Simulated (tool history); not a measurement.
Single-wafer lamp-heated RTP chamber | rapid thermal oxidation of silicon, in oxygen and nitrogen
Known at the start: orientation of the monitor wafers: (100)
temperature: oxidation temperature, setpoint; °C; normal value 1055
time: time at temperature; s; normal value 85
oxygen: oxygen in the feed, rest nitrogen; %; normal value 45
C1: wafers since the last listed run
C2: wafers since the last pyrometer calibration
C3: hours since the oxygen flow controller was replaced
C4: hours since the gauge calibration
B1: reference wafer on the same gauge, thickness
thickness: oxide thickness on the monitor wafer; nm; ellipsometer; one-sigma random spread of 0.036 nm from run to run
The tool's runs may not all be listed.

{"run": 1, "hour": 0.0, "temperature": 1055, "time": 85, "oxygen": 22, "C1": 0, "C2": 5898, "C3": 5685, "C4": 12.4, "B1": 6.78, "thickness": 5.563}
{"run": 2, "hour": 10.1, "temperature": 1055, "time": 85, "oxygen": 45, "C1": 80, "C2": 5978, "C3": 5695.1, "C4": 22.5, "B1": 6.778, "thickness": 7.242}
{"run": 3, "hour": 20.6, "temperature": 1055, "time": 85, "oxygen": 45, "C1": 83, "C2": 6062, "C3": 5705.6, "C4": 33, "B1": 6.774, "thickness": 7.149}
{"run": 4, "hour": 38.0, "temperature": 1055, "time": 85, "oxygen": 45, "C1": 138, "C2": 6201, "C3": 5723, "C4": 50.4, "B1": 6.776, "thickness": 7.198}
{"run": 5, "hour": 45.9, "temperature": 1055, "time": 85, "oxygen": 45, "C1": 63, "C2": 6264, "C3": 5730.9, "C4": 58.3, "B1": 6.781, "thickness": 7.166}
{"run": 6, "hour": 52.3, "temperature": 1055, "time": 85, "oxygen": 35, "C1": 51, "C2": 6315, "C3": 5737.3, "C4": 64.7, "B1": 6.773, "thickness": 6.549}
{"run": 7, "hour": 60.3, "temperature": 1055, "time": 85, "oxygen": 35, "C1": 63, "C2": 6379, "C3": 5745.3, "C4": 72.7, "B1": 6.789, "thickness": 6.531}
{"run": 8, "hour": 72.9, "temperature": 1055, "time": 85, "oxygen": 35, "C1": 100, "C2": 6479, "C3": 5757.9, "C4": 85.3, "B1": 6.776, "thickness": 6.533}
{"hour": 78.9, "done": "gauge calibrated"}
{"run": 9, "hour": 85.0, "temperature": 1055, "time": 85, "oxygen": 45, "C1": 96, "C2": 6576, "C3": 5770, "C4": 6.1, "B1": 6.784, "thickness": 7.205}
{"run": 10, "hour": 95.9, "temperature": 1055, "time": 85, "oxygen": 45, "C1": 86, "C2": 6663, "C3": 5780.9, "C4": 17, "B1": 6.78, "thickness": 7.166}
{"run": 11, "hour": 103.2, "temperature": 1055, "time": 103, "oxygen": 45, "C1": 58, "C2": 6721, "C3": 5788.2, "C4": 24.3, "B1": 6.785, "thickness": 7.825}
{"hour": 118.2, "done": "pyrometer window cleaned and pyrometer calibrated"}
{"hour": 120.7, "done": "oxygen flow controller replaced"}
{"run": 12, "hour": 121.2, "temperature": 1038, "time": 59, "oxygen": 59, "C1": 60, "C2": 4, "C3": 0.5, "C4": 42.3, "B1": 6.782, "thickness": 5.927}
{"run": 13, "hour": 126.2, "temperature": 1046, "time": 124, "oxygen": 45, "C1": 39, "C2": 43, "C3": 5.5, "C4": 47.3, "B1": 6.781, "thickness": 7.952}
{"run": 14, "hour": 133.9, "temperature": 1039, "time": 118, "oxygen": 22, "C1": 61, "C2": 105, "C3": 13.2, "C4": 55, "B1": 6.783, "thickness": 5.769}
{"run": 15, "hour": 140.1, "temperature": 1075, "time": 62, "oxygen": 23, "C1": 49, "C2": 154, "C3": 19.4, "C4": 61.2, "B1": 6.784, "thickness": 5.579}
{"run": 16, "hour": 148.4, "temperature": 1055, "time": 45, "oxygen": 45, "C1": 66, "C2": 221, "C3": 27.7, "C4": 69.5, "B1": 6.788, "thickness": 5.397}
{"run": 17, "hour": 155.5, "temperature": 1055, "time": 85, "oxygen": 45, "C1": 56, "C2": 277, "C3": 34.8, "C4": 76.6, "B1": 6.782, "thickness": 7.201}
{"run": 18, "hour": 168.8, "temperature": 1055, "time": 109, "oxygen": 24, "C1": 106, "C2": 383, "C3": 48.1, "C4": 89.9, "B1": 6.78, "thickness": 6.355}
{"run": 19, "hour": 177.6, "temperature": 1055, "time": 124, "oxygen": 45, "C1": 70, "C2": 453, "C3": 56.9, "C4": 98.7, "B1": 6.78, "thickness": 8.456}

For each run, what was the tool's unlogged condition?
true wafer temperature minus pyrometer reading, K: 0 across all the runs
deviation of the oxygen flow from its setpoint, %: 0 across all the runs
gauge reads high (%): 0 across all the runs
